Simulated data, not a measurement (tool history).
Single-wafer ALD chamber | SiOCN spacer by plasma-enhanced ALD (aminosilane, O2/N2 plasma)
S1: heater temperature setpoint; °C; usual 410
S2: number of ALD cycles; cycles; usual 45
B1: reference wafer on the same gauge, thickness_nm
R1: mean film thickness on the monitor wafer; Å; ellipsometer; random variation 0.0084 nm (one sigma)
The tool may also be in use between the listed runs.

Run 1, hour 0.0: usual settings but S2 47 cycles; B1 2.748. Result: R1 26.70 Å.
Run 2, hour 58.6: usual settings; B1 2.750. Result: R1 25.64 Å.
Run 3, hour 118.7: usual settings but S1 401 °C; B1 2.748. Result: R1 26.15 Å.
Run 4, hour 186.8: usual settings but S1 401 °C; B1 2.750. Result: R1 26.12 Å.
Run 5, hour 217.4: usual settings but S2 51 cycles; B1 2.748. Result: R1 29.04 Å.
Run 6, hour 246.1: usual settings but S2 51 cycles; B1 2.748. Result: R1 29.19 Å.
Run 7, hour 308.8: usual settings but S2 51 cycles; B1 2.749. Result: R1 28.96 Å.
Run 8, hour 480.1: usual settings; B1 2.749. Result: R1 25.69 Å.
Run 9, hour 548.8: usual settings; B1 2.749. Result: R1 25.69 Å.
Run 10, hour 585.1: usual settings; B1 2.751. Result: R1 25.68 Å.
Run 11, hour 638.5: usual settings; B1 2.752. Result: R1 25.78 Å.
Run 12, hour 775.2: usual settings but S2 40 cycles; B1 2.750. Result: R1 22.95 Å.
Run 13, hour 810.8: usual settings but S2 40 cycles; B1 2.751. Result: R1 22.99 Å.
Run 14, hour 839.6: usual settings; B1 2.751. Result: R1 25.96 Å.
Run 15, hour 871.4: usual settings but S1 420 °C; B1 2.750. Result: R1 25.16 Å.
Run 16, hour 904.7: usual settings but S1 420 °C; B1 2.751. Result: R1 25.03 Å.
At hour 923.2: gauge calibrated.
Run 17, hour 972.2: usual settings; B1 2.751. Result: R1 25.82 Å.
Run 18, hour 1014.5: usual settings; B1 2.749. Result: R1 25.88 Å.
Run 19, hour 1062.6: usual settings; B1 2.751. Result: R1 25.80 Å.
Run 20, hour 1090.9: usual settings but S2 50 cycles; B1 2.750. Result: R1 28.69 Å.
Run 21, hour 1148.5: usual settings but S1 418 °C, S2 43 cycles; B1 2.750. Result: R1 24.15 Å.
Run 22, hour 1217.2: usual settings but S1 418 °C, S2 43 cycles; B1 2.748. Result: R1 24.08 Å.
Run 23, hour 1250.5: usual settings; B1 2.749. Result: R1 25.90 Å.
Run 24, hour 1319.8: usual settings; B1 2.750. Result: R1 25.68 Å.
Run 25, hour 1352.2: usual settings but S1 400 °C; B1 2.748. Result: R1 26.17 Å.
Run 26, hour 1412.0: usual settings but S1 424 °C, S2 49 cycles; B1 2.751. Result: R1 26.95 Å.
Run 27, hour 1443.2: usual settings; B1 2.748. Result: R1 25.81 Å.
Run 28, hour 1479.6: usual settings; B1 2.751. Result: R1 25.78 Å.
Run 29, hour 1536.1: usual settings; B1 2.751. Result: R1 25.84 Å.
Run 30, hour 1563.3: usual settings but S1 402 °C, S2 51 cycles; B1 2.750. Result: R1 29.67 Å.
Run 31, hour 1632.5: usual settings but S2 39 cycles; B1 2.751. Result: R1 22.43 Å.
Run 32, hour 1690.0: usual settings but S1 419 °C, S2 39 cycles; B1 2.750. Result: R1 21.84 Å.
Run 33, hour 1720.9: usual settings; B1 2.750. Result: R1 25.90 Å.
Run 34, hour 1751.3: usual settings but S1 420 °C, S2 51 cycles; B1 2.751. Result: R1 28.47 Å.
Run 35, hour 1776.4: usual settings but S2 50 cycles; B1 2.751. Result: R1 28.81 Å.
Run 36, hour 1802.3: usual settings but S1 424 °C, S2 38 cycles; B1 2.750. Result: R1 21.01 Å.
Run 37, hour 1846.0: usual settings but S1 419 °C, S2 36 cycles; B1 2.749. Result: R1 20.17 Å.
Run 38, hour 1917.0: usual settings but S1 415 °C, S2 50 cycles; B1 2.751. Result: R1 28.45 Å.
Run 39, hour 1953.3: usual settings but S1 415 °C, S2 51 cycles; B1 2.750. Result: R1 28.94 Å.
At hour 1983.7: thermocouple changed; heater temperature recalibrated.
Run 40, hour 2011.5: usual settings but S1 417 °C, S2 50 cycles; B1 2.751. Result: R1 27.71 Å.
Run 41, hour 2074.7: usual settings but S1 405 °C, S2 53 cycles; B1 2.750. Result: R1 30.15 Å.
Run 42, hour 2146.7: usual settings but S1 421 °C, S2 37 cycles; B1 2.751. Result: R1 20.22 Å.
Run 43, hour 2204.6: usual settings but S1 415 °C, S2 38 cycles; B1 2.751. Result: R1 21.29 Å.
Run 44, hour 2267.4: usual settings but S1 404 °C, S2 49 cycles; B1 2.749. Result: R1 28.23 Å.
Run 45, hour 2448.1: usual settings but S2 48 cycles; B1 2.750. Result: R1 27.20 Å.
At hour 2480.7: gauge calibrated.
Run 46, hour 2507.0: usual settings but S1 418 °C, S2 53 cycles; B1 2.750. Result: R1 29.45 Å.
Run 47, hour 2535.1: usual settings but S2 36 cycles; B1 2.750. Result: R1 20.44 Å.

Forecast each of these 3 alternatives for the next run:
Run A, hour 2535.6: usual settings but S1 424 °C; B1 ?. Result: R1 ?.
Run B, hour 2535.6: usual settings but S1 416 °C, S2 51 cycles; B1 ?. Result: R1 ?.
Run C, hour 2535.6: usual settings but S1 415 °C, S2 39 cycles; B1 ?. Result: R1 ?.

run     B1     R1
  A  2.751  24.42
  B  2.751  28.34
  C  2.751  21.73
Without the tool's hidden state the same runs would have given:
run     R1
  A  24.25
  B  28.15
  C  21.59
